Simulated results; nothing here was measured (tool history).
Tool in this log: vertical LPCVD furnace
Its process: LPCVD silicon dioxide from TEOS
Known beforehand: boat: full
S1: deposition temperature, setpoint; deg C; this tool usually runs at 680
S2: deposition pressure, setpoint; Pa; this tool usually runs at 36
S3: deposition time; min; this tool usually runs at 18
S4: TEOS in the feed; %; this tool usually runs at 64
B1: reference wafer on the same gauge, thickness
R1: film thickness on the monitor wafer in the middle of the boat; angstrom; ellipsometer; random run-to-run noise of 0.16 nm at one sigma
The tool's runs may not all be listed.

run,day,S1,S2,S3,S4,B1,R1
1,0,680,36,18,64,72.64,717.2
2,5.846,680,36,18,64,72.65,716.4
3,9.421,680,36,18,64,72.56,719.3
4,12.238,680,36,18,64,72.59,719
5,14.883,680,36,18,64,72.6,719.9
6,19.25,680,36,13.5,64,72.6,542.1
7,23.671,680,36,13.5,64,72.68,542.8
8,26.017,680,36,13.5,64,72.6,542.8
9,29.238,680,36,18,64,72.55,723.9
10,38.254,680,36,18,64,72.62,723.9
11,41.971,680,36,18,64,72.63,727.2
12,45.775,672,36,18,64,72.7,596.5
13,47.579,672,36,18,64,72.58,600.9
14,50.408,680,36,18,64,72.6,730.7
# day 54.071: pressure gauge zeroed
15,54.642,680,36,23,64,72.64,938.3
16,57.792,673,36,12,57,72.58,388.6
17,61.358,680,36,18,64,72.61,735.2
# day 63.871: thermocouples replaced and temperature profile calibrated
18,65.05,670,40,24,59,72.55,745.3
19,66.621,674,36,18,64,72.55,608.5
20,69.6,675,36,15,64,72.57,518.5
21,71.925,680,40,18,64,72.63,744.3
22,75.812,680,33.3,18,72,72.56,722.2
# day 77.054: gauge calibrated
# day 78.95: TEOS flow controller replaced
23,78.971,692,42.7,24.5,55,72.62,1288.5
24,81.075,684,36,18,68,72.56,803
25,82.588,680,36,18,56,72.57,658.4
26,85.788,672,41.3,22.5,64,72.61,775.3
27,89.117,692,27.3,13.5,64,72.67,614.8
28,92.988,680,36,20.5,57,72.59,757.9
29,94.971,680,36,18,64,72.52,709
30,99.467,680,36,18,64,72.56,708.1

Some steps in R1, run to run, broken into two amounts with sign: the step expected even without the hidden condition (settings, incoming material, random variation), and the rest, left for the hidden condition together with whatever gauge scatter is not in both the measured and the hidden-condition-free result:
Hidden conditions of the tool in this case: true tube temperature minus thermocouple reading, K; true pressure minus gauge reading, mTorr; deviation of the TEOS flow from its setpoint, %; gauge reads high (%).
Run 15 -> 16: S1 680 -> 673, S3 23 -> 12, S4 64 -> 57. R1 -549.7 angstrom: hidden state -19.6, all else -530.1.
Run 16 -> 17: S1 673 -> 680, S3 12 -> 18, S4 57 -> 64. R1 +346.6 angstrom: hidden state +14.1, all else +332.5.
Run 17 -> 18: S1 680 -> 670, S2 36 -> 40, S3 18 -> 24, S4 64 -> 59, thermocouples replaced and temperature profile calibrated. R1 +10.1 angstrom: hidden state -27.8, all else +37.9.
Run 22 -> 23: S1 680 -> 692, S2 33.3 -> 42.7, S3 18 -> 24.5, S4 72 -> 55, gauge calibrated, TEOS flow controller replaced. R1 +566.3 angstrom: hidden state +1.2, all else +565.1.
Run 23 -> 24: S1 692 -> 684, S2 42.7 -> 36, S3 24.5 -> 18, S4 55 -> 68. R1 -485.5 angstrom: hidden state -0.8, all else -484.7.

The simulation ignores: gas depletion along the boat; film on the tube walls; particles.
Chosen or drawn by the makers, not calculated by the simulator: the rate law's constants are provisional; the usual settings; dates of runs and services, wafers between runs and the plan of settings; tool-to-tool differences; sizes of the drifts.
